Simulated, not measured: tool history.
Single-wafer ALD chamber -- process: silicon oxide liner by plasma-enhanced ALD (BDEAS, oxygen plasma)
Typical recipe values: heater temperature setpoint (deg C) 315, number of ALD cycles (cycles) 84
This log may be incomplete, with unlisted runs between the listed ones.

run	day	heater temperature setpoint (deg C)	number of ALD cycles (cycles)	read-back reference wafer on the same gauge, thickness_nm	mean film thickness on the monitor wafer (Å)
1	0.000	306	93	6.419	88.64
2	0.638	322	84	6.414	78.20
3	1.321	315	84	6.425	78.60
4	1.792	315	84	6.425	78.81
5	2.575	315	84	6.424	78.96
6	3.217	315	84	6.434	78.73
7	3.771	315	84	6.441	79.04
8	4.033	315	84	6.444	79.14
9	4.733	315	76	6.447	71.70
10	5.221	315	84	6.439	79.09
11	5.900	307	84	6.451	80.12
12	6.208	315	84	6.456	79.49
13	6.967	315	84	6.464	79.20
14	7.396	315	84	6.462	79.40
15	7.779	315	80	6.465	75.73
16	8.475	315	84	6.471	79.53
17	8.912	315	84	6.468	79.54
18	9.238	315	84	6.476	79.43
19	9.825	315	84	6.485	79.77
20	10.250	315	84	6.496	79.39
21	10.933	315	84	6.490	79.89
22	11.271	315	84	6.495	80.10
23	11.558	315	84	6.500	79.78
24	11.938	315	84	6.506	79.68
25	12.196	315	84	6.509	79.67
26	12.546	302	73	6.506	70.74

Estimate the outcome of run 27 from the log above:
27	13.108	326	76	?	?

read-back reference wafer on the same gauge, thickness_nm: 6.518
mean film thickness on the monitor wafer (Å): 71.14
If the tool had no hidden condition, the same run with the same run-to-run variation would have returned mean film thickness on the monitor wafer (Å) 69.65.
